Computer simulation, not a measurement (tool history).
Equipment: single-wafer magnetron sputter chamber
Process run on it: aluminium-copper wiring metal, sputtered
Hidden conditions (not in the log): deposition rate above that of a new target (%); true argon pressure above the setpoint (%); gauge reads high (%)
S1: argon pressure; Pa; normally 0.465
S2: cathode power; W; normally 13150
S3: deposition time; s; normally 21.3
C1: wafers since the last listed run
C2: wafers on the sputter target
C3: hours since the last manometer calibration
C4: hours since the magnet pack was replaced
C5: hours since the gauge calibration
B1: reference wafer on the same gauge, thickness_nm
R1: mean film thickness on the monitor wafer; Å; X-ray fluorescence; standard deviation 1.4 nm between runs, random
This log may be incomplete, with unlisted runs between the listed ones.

run,day,S1,S2,S3,C1,C2,C3,C4,C5,B1,R1
1,0.000,0.465,13900,18.1,0,781,1398.4,9323.6,50.5,458.241,4545.75
2,0.733,0.388,13150,21.3,378,1160,1416.0,9341.2,68.1,458.486,5360.38
3,1.362,0.388,13150,21.3,325,1485,1431.1,9356.3,83.2,458.412,5326.21
4,2.088,0.388,13150,21.3,374,1860,1448.5,9373.7,100.6,457.955,5345.96
5,2.600,0.465,13150,21.3,264,2124,1460.8,9386.0,112.9,457.993,5068.62
6,3.092,0.465,13150,21.3,254,2378,1472.6,9397.8,124.7,457.575,5059.02
7,3.400,0.465,13150,21.3,159,2538,1480.0,9405.2,132.1,458.150,5077.77
# day 3.996: sputter target and shields replaced
8,4.017,0.465,14500,21.3,146,10,1494.8,9420.0,146.9,458.598,5590.31
9,4.646,0.385,11450,19.2,325,335,1509.9,9435.1,162.0,458.057,4219.19
# day 5.233: magnet pack replaced
10,5.254,0.465,13150,21.3,142,477,1524.5,0.5,176.6,457.757,5069.66
# day 5.617: capacitance manometer re-zeroed and calibrated
11,5.638,0.390,11400,17.8,25,503,0.5,9.7,185.8,457.676,3855.78
12,5.829,0.309,13150,21.3,99,602,5.1,14.3,190.4,458.167,5657.59
13,6.254,0.465,13150,18.7,219,822,15.3,24.5,200.6,457.671,4453.92
# day 6.333: gauge calibrated
14,6.879,0.551,11100,18.2,322,1145,30.3,39.5,13.1,457.896,3431.55
15,7.483,0.465,13150,21.3,312,1457,44.8,54.0,27.6,458.038,5053.47
16,8.221,0.359,12100,18.2,381,1838,62.5,71.7,45.3,458.027,4306.15
17,8.812,0.586,14600,25.5,305,2144,76.7,85.9,59.5,457.397,6178.97

Below are 4 alternative next runs, each starting from the tool's condition after run 17. Predict each:
A,8.829,0.465,13150,23.2,8,2152,77.1,86.3,59.9,?,?
B,8.829,0.585,13150,21.3,8,2152,77.1,86.3,59.9,?,?
C,8.829,0.533,12250,21.3,8,2152,77.1,86.3,59.9,?,?
D,8.829,0.465,13150,17.2,8,2152,77.1,86.3,59.9,?,?

run,B1,R1
A,457.970,5529.98
B,457.970,4667.01
C,457.970,4507.60
D,457.970,4099.81
Stripped of hidden state, with their random variation kept, the same runs would have yielded:
run,R1
A,5529.98
B,4667.01
C,4507.60
D,4099.81

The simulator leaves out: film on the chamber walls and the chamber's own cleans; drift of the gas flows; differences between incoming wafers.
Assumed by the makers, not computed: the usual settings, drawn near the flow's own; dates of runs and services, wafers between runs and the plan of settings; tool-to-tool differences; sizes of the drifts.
